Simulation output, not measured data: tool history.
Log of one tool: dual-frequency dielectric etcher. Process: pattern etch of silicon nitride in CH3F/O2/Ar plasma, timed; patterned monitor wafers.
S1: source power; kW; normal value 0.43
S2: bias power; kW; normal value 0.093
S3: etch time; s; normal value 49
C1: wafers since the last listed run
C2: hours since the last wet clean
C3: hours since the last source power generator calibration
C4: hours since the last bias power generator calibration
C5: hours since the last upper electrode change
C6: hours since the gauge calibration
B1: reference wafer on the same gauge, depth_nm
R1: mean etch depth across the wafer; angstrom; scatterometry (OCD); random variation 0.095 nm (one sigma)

run,hour,S1,S2,S3,C1,C2,C3,C4,C5,C6,B1,R1
1,0,0.43,0.093,49,0,73.9,1956.6,3252.1,2828.5,1338.5,41.43,402.6
2,48.2,0.43,0.081,49,420,122.1,2004.8,3300.3,2876.7,1386.7,41.39,385
3,73.7,0.43,0.081,49,222,147.6,2030.3,3325.8,2902.2,1412.2,41.39,385.8
4,112.3,0.43,0.081,49,336,186.2,2068.9,3364.4,2940.8,1450.8,41.38,385.3
# hour 139.9: upper electrode replaced
5,154.1,0.51,0.093,49,155,228,2110.7,3406.2,14.2,1492.6,41.42,435.7
6,186.6,0.51,0.093,49,283,260.5,2143.2,3438.7,46.7,1525.1,41.4,438.3
7,256.8,0.51,0.093,49,611,330.7,2213.4,3508.9,116.9,1595.3,41.4,436.7
# hour 289.8: gauge calibrated
8,304.2,0.48,0.093,35.5,413,378.1,2260.8,3556.3,164.3,14.4,41.39,307.5
9,346,0.43,0.103,49,364,419.9,2302.6,3598.1,206.1,56.2,41.41,413.3
10,381.1,0.53,0.106,41,305,455,2337.7,3633.2,241.2,91.3,41.4,387.9
# hour 428: wet clean of the chamber
11,428.5,0.37,0.106,40.5,203,0.5,2385.1,3680.6,288.6,138.7,41.43,321.3
# hour 457.2: bias power generator calibrated
12,463,0.36,0.076,52.5,265,35,2419.6,5.8,323.1,173.2,41.42,376.7
13,514.7,0.43,0.093,49,450,86.7,2471.3,57.5,374.8,224.9,41.38,410.3
14,558.9,0.43,0.093,49,385,130.9,2515.5,101.7,419,269.1,41.37,409.8
15,604.3,0.48,0.093,49,395,176.3,2560.9,147.1,464.4,314.5,41.39,432.5
16,665.8,0.43,0.093,49,536,237.8,2622.4,208.6,525.9,376,41.41,406.9
17,704.4,0.43,0.093,49,336,276.4,2661,247.2,564.5,414.6,41.41,410.3
18,744.8,0.43,0.093,57,352,316.8,2701.4,287.6,604.9,455,41.4,477.5
# hour 778.2: source power generator calibrated
19,780,0.43,0.093,49,271,352,1.8,322.8,640.1,490.2,41.39,407.3
20,810.4,0.43,0.093,49,265,382.4,32.2,353.2,670.5,520.6,41.4,410.3
21,876.6,0.43,0.093,60,577,448.6,98.4,419.4,736.7,586.8,41.38,499.6
# hour 977.9: wet clean of the chamber
22,1053.2,0.5,0.093,61,1330,75.3,275,596,913.3,763.4,41.39,546.8
23,1098.1,0.53,0.093,49,391,120.2,319.9,640.9,958.2,808.3,41.38,451.4
24,1156.2,0.43,0.108,35.5,506,178.3,378,699,1016.3,866.4,41.4,309.1
25,1207.1,0.53,0.106,41,443,229.2,428.9,749.9,1067.2,917.3,41.4,393.6
26,1262.2,0.46,0.108,55,480,284.3,484,805,1122.3,972.4,41.38,494.9
27,1321.5,0.48,0.071,49,516,343.6,543.3,864.3,1181.6,1031.7,41.41,396.3
28,1379.8,0.43,0.093,38.5,508,401.9,601.6,922.6,1239.9,1090,41.38,320.8
29,1448.2,0.43,0.093,49,596,470.3,670,991,1308.3,1158.4,41.4,407.6
30,1497.1,0.43,0.093,49,426,519.2,718.9,1039.9,1357.2,1207.3,41.38,408.3
# hour 1531.3: wet clean of the chamber
31,1531.8,0.34,0.108,49,93,0.5,753.6,1074.6,1391.9,1242,41.37,377.4

Predict each of these 3 candidate next runs independently; none follows another, all start after run 31:
A,1532.2,0.43,0.093,49,3,0.9,754,1075,1392.3,1242.4,?,?
B,1532.2,0.36,0.093,49,3,0.9,754,1075,1392.3,1242.4,?,?
C,1532.2,0.37,0.07,44,3,0.9,754,1075,1392.3,1242.4,?,?

run,B1,R1
A,41.42,407.4
B,41.42,371.8
C,41.42,310.7
What these runs would have given with no unlogged condition in the tool:
run,R1
A,409.4
B,373.7
C,312.2

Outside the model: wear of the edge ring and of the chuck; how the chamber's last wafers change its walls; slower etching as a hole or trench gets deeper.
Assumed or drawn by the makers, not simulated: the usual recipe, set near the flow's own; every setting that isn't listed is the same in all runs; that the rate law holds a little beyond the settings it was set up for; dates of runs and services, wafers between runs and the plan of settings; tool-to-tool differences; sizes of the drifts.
